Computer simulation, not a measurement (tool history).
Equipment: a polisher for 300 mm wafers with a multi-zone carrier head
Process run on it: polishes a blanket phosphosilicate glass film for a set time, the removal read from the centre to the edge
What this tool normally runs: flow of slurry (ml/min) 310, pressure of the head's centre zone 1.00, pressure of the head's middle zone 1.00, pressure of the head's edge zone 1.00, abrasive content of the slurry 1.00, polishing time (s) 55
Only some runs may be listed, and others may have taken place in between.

| run | hour | flow of slurry (ml/min) | pressure of the head's centre zone | pressure of the head's middle zone | pressure of the head's edge zone | abrasive content of the slurry | polishing time (s) | incoming thickness of the incoming film, nm | film removed at the wafer's centre (angstrom) | film removed at mid-radius (angstrom) | film removed at the wafer's edge (angstrom) |
|---|---|---|---|---|---|---|---|---|---|---|---|
| 1 | 0.0 | 310 | 0.91 | 1.00 | 1.00 | 1.00 | 55 | 3398.7 | 3212 | 3459 | 3491 |
|  | 41.8 | worn pad replaced by a new one |
| 2 | 51.6 | 310 | 0.91 | 1.00 | 1.00 | 1.00 | 55 | 3450.6 | 3411 | 3692 | 3749 |
| 3 | 89.6 | 310 | 1.00 | 1.00 | 1.00 | 1.00 | 55 | 3504.6 | 3591 | 3617 | 3611 |
| 4 | 117.8 | 310 | 1.00 | 1.00 | 1.00 | 1.00 | 55 | 3469.6 | 3555 | 3518 | 3605 |
| 5 | 170.7 | 310 | 1.00 | 1.00 | 1.00 | 1.00 | 55 | 3464.9 | 3323 | 3311 | 3461 |
|  | 203.3 | worn pad replaced by a new one |
| 6 | 210.6 | 310 | 1.00 | 1.00 | 1.00 | 1.00 | 55 | 3460.3 | 3593 | 3528 | 3675 |
| 7 | 272.1 | 310 | 1.00 | 1.00 | 1.05 | 0.90 | 55 | 3467.0 | 3205 | 3246 | 3445 |
|  | 289.1 | centre zone pressure recalibrated |
|  | 311.9 | slurry nozzle cleaned |
| 8 | 328.0 | 310 | 1.00 | 1.00 | 1.05 | 0.90 | 55 | 3498.7 | 3310 | 3313 | 3379 |
|  | 340.1 | carrier head's membrane replaced by a new one |
|  | 347.8 | worn pad replaced by a new one |
| 9 | 360.3 | 310 | 1.00 | 1.00 | 1.05 | 0.90 | 55 | 3433.6 | 3504 | 3512 | 3582 |
| 10 | 412.6 | 310 | 1.00 | 1.00 | 1.00 | 1.00 | 55 | 3470.7 | 3620 | 3635 | 3638 |
| 11 | 449.8 | 310 | 1.00 | 1.00 | 1.00 | 1.00 | 55 | 3465.5 | 3535 | 3481 | 3569 |
|  | 481.2 | edge zone pressure recalibrated |
|  | 516.8 | worn pad replaced by a new one |
| 12 | 519.2 | 310 | 0.93 | 1.00 | 1.00 | 1.00 | 55 | 3462.5 | 3383 | 3531 | 3626 |
| 13 | 565.1 | 310 | 1.00 | 1.00 | 1.00 | 1.00 | 55 | 3416.0 | 3579 | 3576 | 3598 |
| 14 | 597.7 | 240 | 0.88 | 1.00 | 1.00 | 1.15 | 55 | 3437.9 | 3182 | 3618 | 3644 |
|  | 628.4 | slurry nozzle cleaned |
| 15 | 639.1 | 310 | 0.92 | 1.00 | 1.00 | 1.00 | 41 | 3434.2 | 2440 | 2565 | 2630 |
|  | 661.0 | worn pad replaced by a new one |
| 16 | 683.1 | 410 | 1.00 | 1.00 | 0.95 | 1.00 | 55 | 3383.4 | 3718 | 3773 | 3674 |
| 17 | 752.7 | 310 | 1.00 | 1.00 | 1.00 | 1.00 | 55 | 3463.8 | 3576 | 3536 | 3559 |
| 18 | 809.7 | 310 | 0.96 | 1.10 | 1.00 | 0.85 | 38 | 3378.4 | 2073 | 2292 | 2191 |
|  | 836.3 | worn pad replaced by a new one |
| 19 | 840.2 | 345 | 0.94 | 1.00 | 1.07 | 1.30 | 55 | 3437.0 | 3895 | 4048 | 4194 |

4 ways to go on from here, each from the tool as it stands after run 19. What would each give?
| A | 840.6 | 340 | 1.00 | 1.00 | 1.00 | 1.00 | 55 | 3416.9 | ? | ? | ? |
| B | 840.6 | 310 | 1.03 | 1.00 | 1.00 | 1.00 | 74 | 3416.9 | ? | ? | ? |
| C | 840.6 | 310 | 1.05 | 0.89 | 1.05 | 1.00 | 55 | 3416.9 | ? | ? | ? |
| D | 840.6 | 310 | 1.00 | 1.00 | 1.00 | 1.00 | 46 | 3416.9 | ? | ? | ? |

| run | film removed at the wafer's centre (angstrom) | film removed at mid-radius (angstrom) | film removed at the wafer's edge (angstrom) |
|---|---|---|---|
| A | 3707 | 3599 | 3637 |
| B | 5064 | 4797 | 4859 |
| C | 3824 | 3234 | 3704 |
| D | 3069 | 2982 | 3021 |
Stripped of hidden state, with their random variation kept, the same runs would have yielded:
| run | film removed at the wafer's centre (angstrom) | film removed at mid-radius (angstrom) | film removed at the wafer's edge (angstrom) |
|---|---|---|---|
| A | 3834 | 3716 | 3741 |
| B | 5246 | 4960 | 5003 |
| C | 3961 | 3344 | 3814 |
| D | 3179 | 3084 | 3110 |
